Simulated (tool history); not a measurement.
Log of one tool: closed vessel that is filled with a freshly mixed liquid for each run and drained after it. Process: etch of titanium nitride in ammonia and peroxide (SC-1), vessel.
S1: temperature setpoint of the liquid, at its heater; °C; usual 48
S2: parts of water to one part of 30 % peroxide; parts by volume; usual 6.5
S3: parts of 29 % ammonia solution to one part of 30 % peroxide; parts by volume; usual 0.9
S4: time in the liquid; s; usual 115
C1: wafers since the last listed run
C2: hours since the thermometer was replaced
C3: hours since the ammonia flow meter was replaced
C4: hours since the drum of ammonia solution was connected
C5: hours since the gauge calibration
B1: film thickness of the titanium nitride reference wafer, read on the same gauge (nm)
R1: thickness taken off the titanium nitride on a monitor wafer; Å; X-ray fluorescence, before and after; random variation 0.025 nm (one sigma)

run,day,S1,S2,S3,S4,C1,C2,C3,C4,C5,B1,R1
1,0,48,6.5,1.2,115,0,600.3,83.3,214.8,1417.7,99.983,45.22
2,1.804,48,6.5,1.2,115,3785,643.6,126.6,258.1,1461,99.986,45.32
3,3.808,48,6.5,0.9,115,4204,691.7,174.7,306.2,1509.1,99.997,43.02
4,9.542,48,6.5,0.9,115,12028,829.3,312.3,443.8,1646.7,99.996,43.51
# day 9.842: thermometer replaced
# day 12.333: new drum of ammonia solution connected
5,12.521,48,6.5,0.9,115,6075,64.3,383.8,4.5,1718.2,100.032,43.07
6,15.004,48,6.5,0.9,115,5210,123.9,443.4,64.1,1777.8,100.013,43.78
7,17.908,48,6.5,0.9,115,6092,193.6,513.1,133.8,1847.5,100.01,43.25
8,19.742,54,6.5,0.9,115,3846,237.6,557.1,177.8,1891.5,100.021,65.25
9,22.521,48,6.5,0.9,115,5830,304.3,623.8,244.5,1958.2,100.01,43.63
10,24.6,43,6.5,0.9,115,4362,354.2,673.7,294.4,2008.1,100.022,30.5
11,25.983,58,6.5,0.65,150,2902,387.4,706.9,327.6,2041.3,99.991,107.11
12,28.767,41,5,1.2,55,5839,454.2,773.7,394.4,2108.1,100.007,14.57
# day 36.262: new drum of ammonia solution connected
13,37.025,48,5,0.9,160,17238,652.4,971.9,18.3,2306.3,99.992,67.75
# day 38.542: gauge calibrated
14,38.829,48,5,0.9,160,3785,695.7,1015.2,61.6,6.9,100.017,67.85
15,40.912,48,6.5,0.9,115,4370,745.7,1065.2,111.6,56.9,100.036,43.34
16,42.475,39.5,5,0.75,180,3278,783.2,1102.7,149.1,94.4,99.999,40.16
17,44.854,48,6.5,0.9,115,4991,840.3,1159.8,206.2,151.5,100.023,43.22
# day 45.6: thermometer replaced
18,47.808,48,6.5,0.6,45,6110,53,1230.7,277.1,222.4,100.015,15.95
19,50.088,48,6.5,0.7,115,4781,107.7,1285.4,331.8,277.1,100.017,41.86
20,52.1,53.5,6.5,0.9,150,4222,156,1333.7,380.1,325.4,99.996,83.21
21,54.525,51,6.5,0.9,75,5087,214.2,1391.9,438.3,383.6,100.023,34.78
22,55.696,48,7.5,0.7,115,2456,242.3,1420,466.4,411.7,100.01,39.3
23,57.392,44.5,6.5,0.9,70,3557,283,1460.7,507.1,452.4,100.022,20.61
24,60.146,53,5,0.55,85,5778,349.1,1526.8,573.2,518.5,99.986,47.78
# day 62.012: new drum of ammonia solution connected
25,62.958,53,6.5,0.75,115,5813,416.6,1594.3,22.7,586,100.017,59.34
26,64.833,57.5,5,0.7,150,3933,461.6,1639.3,67.7,631,100.018,118.47
27,67.371,51.5,6.5,1.1,115,5323,522.5,1700.2,128.6,691.9,99.997,56.79
# day 68.221: ammonia flow meter replaced
28,68.767,48,8.5,1.15,115,2841,556,13.1,162.1,725.4,100.035,39.35

Forecast each of these 3 alternatives for the next run:
A,68.796,48,6.5,0.9,115,61,556.7,13.8,162.8,726.1,?,?
B,68.796,48,5.5,0.9,115,61,556.7,13.8,162.8,726.1,?,?
C,68.796,48,5.5,1.2,115,61,556.7,13.8,162.8,726.1,?,?

run,B1,R1
A,100.007,43.5
B,100.007,46.94
C,100.007,48.55
Without the tool's hidden state the same runs would have given:
run,R1
A,43.5
B,46.94
C,48.55

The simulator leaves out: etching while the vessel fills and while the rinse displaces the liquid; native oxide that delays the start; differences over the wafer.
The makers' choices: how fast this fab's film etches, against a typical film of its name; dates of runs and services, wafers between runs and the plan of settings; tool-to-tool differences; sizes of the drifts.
